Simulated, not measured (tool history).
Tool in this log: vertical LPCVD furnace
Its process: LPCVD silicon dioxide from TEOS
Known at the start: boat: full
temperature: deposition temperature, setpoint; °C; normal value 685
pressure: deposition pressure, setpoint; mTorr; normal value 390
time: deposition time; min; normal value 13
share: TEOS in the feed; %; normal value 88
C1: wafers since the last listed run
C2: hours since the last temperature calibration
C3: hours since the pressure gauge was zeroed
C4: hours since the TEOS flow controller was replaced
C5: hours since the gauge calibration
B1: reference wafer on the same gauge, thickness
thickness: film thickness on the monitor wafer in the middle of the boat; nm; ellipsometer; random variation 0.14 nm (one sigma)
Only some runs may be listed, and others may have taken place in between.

run 1 hour=0 | temperature=685 pressure=390 time=13 share=88 | C1=0 C2=3669.2 C3=3470 C4=6714.9 C5=95 | B1=101.72 | thickness=103.83
run 2 hour=92.5 | temperature=685 pressure=390 time=13 share=88 | C1=1816 C2=3761.7 C3=3562.5 C4=6807.4 C5=187.5 | B1=101.75 | thickness=103.87
run 3 hour=120.9 | temperature=685 pressure=390 time=13 share=88 | C1=557 C2=3790.1 C3=3590.9 C4=6835.8 C5=215.9 | B1=101.69 | thickness=104.5
-- hour=147.9 thermocouples replaced and temperature profile calibrated
-- hour=162.4 pressure gauge zeroed
run 4 hour=162.9 | temperature=685 pressure=390 time=13 share=88 | C1=68 C2=15 C3=0.5 C4=6877.8 C5=257.9 | B1=101.65 | thickness=96.29
run 5 hour=169 | temperature=685 pressure=390 time=13 share=88 | C1=119 C2=21.1 C3=6.6 C4=6883.9 C5=264 | B1=101.72 | thickness=96.43
-- hour=205 TEOS flow controller replaced
run 6 hour=205.5 | temperature=685 pressure=390 time=13 share=88 | C1=245 C2=57.6 C3=43.1 C4=0.5 C5=300.5 | B1=101.76 | thickness=96.61
run 7 hour=223.6 | temperature=692 pressure=390 time=13 share=88 | C1=355 C2=75.7 C3=61.2 C4=18.6 C5=318.6 | B1=101.66 | thickness=113.87
run 8 hour=242.6 | temperature=685 pressure=390 time=13 share=88 | C1=373 C2=94.7 C3=80.2 C4=37.6 C5=337.6 | B1=101.64 | thickness=96.55
run 9 hour=260.9 | temperature=675 pressure=455 time=9.5 share=97 | C1=359 C2=113 C3=98.5 C4=55.9 C5=355.9 | B1=101.75 | thickness=62.77
run 10 hour=286.8 | temperature=685 pressure=390 time=13 share=97 | C1=508 C2=138.9 C3=124.4 C4=81.8 C5=381.8 | B1=101.7 | thickness=101.19
-- hour=291.8 gauge calibrated
run 11 hour=306.6 | temperature=685 pressure=390 time=13 share=88 | C1=388 C2=158.7 C3=144.2 C4=101.6 C5=14.8 | B1=101.64 | thickness=96.59
run 12 hour=319.6 | temperature=685 pressure=390 time=13 share=88 | C1=255 C2=171.7 C3=157.2 C4=114.6 C5=27.8 | B1=101.71 | thickness=96.74
run 13 hour=348.8 | temperature=685 pressure=390 time=13 share=88 | C1=573 C2=200.9 C3=186.4 C4=143.8 C5=57 | B1=101.64 | thickness=96.79
run 14 hour=374.6 | temperature=685 pressure=390 time=17 share=71 | C1=506 C2=226.7 C3=212.2 C4=169.6 C5=82.8 | B1=101.65 | thickness=113.64
run 15 hour=396.7 | temperature=685 pressure=435 time=13 share=88 | C1=434 C2=248.8 C3=234.3 C4=191.7 C5=104.9 | B1=101.7 | thickness=102.37
run 16 hour=421.6 | temperature=690 pressure=390 time=13 share=97 | C1=489 C2=273.7 C3=259.2 C4=216.6 C5=129.8 | B1=101.7 | thickness=114.59
run 17 hour=446.7 | temperature=685 pressure=335 time=13 share=88 | C1=493 C2=298.8 C3=284.3 C4=241.7 C5=154.9 | B1=101.69 | thickness=89.83

Each row is a separate what-if for the run after 17, all from the same tool condition, not one after another. Results?
run A hour=451.3 | temperature=696 pressure=390 time=13 share=88 | C1=90 C2=303.4 C3=288.9 C4=246.3 C5=159.5 | B1=? | thickness=?
run B hour=451.3 | temperature=685 pressure=420 time=13 share=88 | C1=90 C2=303.4 C3=288.9 C4=246.3 C5=159.5 | B1=? | thickness=?
run C hour=451.3 | temperature=685 pressure=325 time=13 share=88 | C1=90 C2=303.4 C3=288.9 C4=246.3 C5=159.5 | B1=? | thickness=?
run D hour=451.3 | temperature=696 pressure=485 time=14.5 share=75 | C1=90 C2=303.4 C3=288.9 C4=246.3 C5=159.5 | B1=? | thickness=?

run=A B1=101.75 thickness=125.82
run=B B1=101.75 thickness=100.63
run=C B1=101.75 thickness=88.52
run=D B1=101.75 thickness=144.48
With the hidden condition removed and each run's random variation left untouched, the same runs would have given:
run=A thickness=123.3
run=B thickness=98.56
run=C thickness=86.7
run=D thickness=141.58
